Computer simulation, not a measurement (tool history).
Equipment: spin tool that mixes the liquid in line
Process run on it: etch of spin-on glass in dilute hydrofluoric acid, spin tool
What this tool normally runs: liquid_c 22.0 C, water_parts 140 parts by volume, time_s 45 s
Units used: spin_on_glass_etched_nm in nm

run,hour,liquid_c,water_parts,time_s,wafers since the last listed run,hours since the thermometer was replaced,hours since the hydrofluoric acid flow meter was replaced,hours since the gauge calibration,"read-back film thickness of the spin-on glass reference wafer, read on the same gauge (nm)",spin_on_glass_etched_nm
1,0.0,22.0,140,45,0,2381.4,767.8,137.2,59.99,9.17
2,9.5,22.0,140,45,81,2390.9,777.3,146.7,60.01,9.16
3,21.4,22.0,105,60,102,2402.8,789.2,158.6,60.02,17.18
4,29.3,22.0,105,60,68,2410.7,797.1,166.5,60.01,16.97
5,45.0,22.0,140,45,135,2426.4,812.8,182.2,59.99,9.08
# hour 89.1: gauge calibrated
6,91.5,22.0,140,45,400,2472.9,859.3,2.4,60.02,9.22
7,107.7,22.0,140,45,139,2489.1,875.5,18.6,60.00,9.23
8,118.7,22.0,140,25,94,2500.1,886.5,29.6,60.00,5.13
9,128.0,22.0,140,25,80,2509.4,895.8,38.9,60.00,5.13
# hour 137.7: hydrofluoric acid flow meter replaced
10,138.5,22.0,140,25,81,2519.9,0.8,49.4,59.97,5.14
11,147.7,19.5,140,45,79,2529.1,10.0,58.6,60.00,8.30
12,156.6,22.0,140,45,76,2538.0,18.9,67.5,60.03,9.29
13,166.3,27.0,80,35,83,2547.7,28.6,77.2,59.99,16.61
14,176.5,23.5,85,50,87,2557.9,38.8,87.4,59.98,19.05
15,193.5,25.0,165,45,146,2574.9,55.8,104.4,60.01,8.55
16,201.6,17.5,100,45,69,2583.0,63.9,112.5,60.00,11.19
# hour 219.2: thermometer replaced
17,219.7,22.0,140,45,147,0.5,82.0,130.6,60.01,9.32
18,229.4,20.5,175,70,83,10.2,91.7,140.3,60.02,10.40
19,247.0,22.0,140,45,151,27.8,109.3,157.9,59.98,9.29
20,253.6,26.0,205,50,56,34.4,115.9,164.5,60.01,7.54
21,268.6,23.5,100,55,129,49.4,130.9,179.5,60.00,17.47
22,277.3,22.0,100,45,74,58.1,139.6,188.2,59.99,13.44

What if the next run were any one of these 5? Each begins from the tool's condition after run 22:
A,277.7,22.0,140,45,3,58.5,140.0,188.6,?,?
B,277.7,22.0,180,55,3,58.5,140.0,188.6,?,?
C,277.7,18.5,195,45,3,58.5,140.0,188.6,?,?
D,277.7,26.5,190,25,3,58.5,140.0,188.6,?,?
E,277.7,23.5,140,55,3,58.5,140.0,188.6,?,?

run,"read-back film thickness of the spin-on glass reference wafer, read on the same gauge (nm)",spin_on_glass_etched_nm
A,60.02,9.34
B,60.02,8.50
C,60.02,5.52
D,60.02,4.28
E,60.02,12.10
With the hidden condition removed and each run's random variation left untouched, the same runs would have given:
run,spin_on_glass_etched_nm
A,9.34
B,8.50
C,5.52
D,4.28
E,12.10

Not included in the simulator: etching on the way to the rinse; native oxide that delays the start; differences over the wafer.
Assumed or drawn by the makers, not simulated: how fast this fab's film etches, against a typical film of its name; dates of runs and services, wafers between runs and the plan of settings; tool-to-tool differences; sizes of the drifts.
